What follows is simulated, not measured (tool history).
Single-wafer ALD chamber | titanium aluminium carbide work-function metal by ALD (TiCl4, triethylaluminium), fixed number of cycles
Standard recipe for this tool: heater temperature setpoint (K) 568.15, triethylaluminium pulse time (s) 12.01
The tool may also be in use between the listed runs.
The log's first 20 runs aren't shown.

run,hour,heater temperature setpoint (K),triethylaluminium pulse time (s),"read-back reference wafer on the same gauge, thickness_nm",mean film thickness on the monitor wafer (angstrom)
21,307.7,568.15,12.01,2.582,22.19
22,317.6,553.15,12.01,2.581,20.73
# hour 329.7: triethylaluminium bottle replaced
23,330.8,555.15,12.01,2.582,20.90
24,343.6,568.15,12.01,2.579,22.20
25,356.1,554.15,15.57,2.579,21.06
26,363.5,568.15,10.48,2.580,21.99
# hour 372.5: thermocouple changed; heater temperature recalibrated
27,417.0,561.15,16.33,2.582,21.71
28,429.5,558.15,12.01,2.579,21.21
29,446.0,577.15,10.52,2.579,22.91
30,462.3,582.15,12.01,2.580,23.69
31,471.3,568.15,8.89,2.582,21.42
32,481.0,560.15,10.21,2.581,21.06
33,497.1,578.15,14.17,2.581,23.52
34,510.0,572.15,8.92,2.580,21.81

Forecast each of these 3 alternatives for the next run:
A,510.4,568.15,13.30,?,?
B,510.4,574.15,8.38,?,?
C,510.4,559.15,8.60,?,?

run,"read-back reference wafer on the same gauge, thickness_nm",mean film thickness on the monitor wafer (angstrom)
A,2.580,22.40
B,2.580,21.68
C,2.580,20.26
Stripped of hidden state, with their random variation kept, the same runs would have yielded:
run,mean film thickness on the monitor wafer (angstrom)
A,22.40
B,21.68
C,20.26

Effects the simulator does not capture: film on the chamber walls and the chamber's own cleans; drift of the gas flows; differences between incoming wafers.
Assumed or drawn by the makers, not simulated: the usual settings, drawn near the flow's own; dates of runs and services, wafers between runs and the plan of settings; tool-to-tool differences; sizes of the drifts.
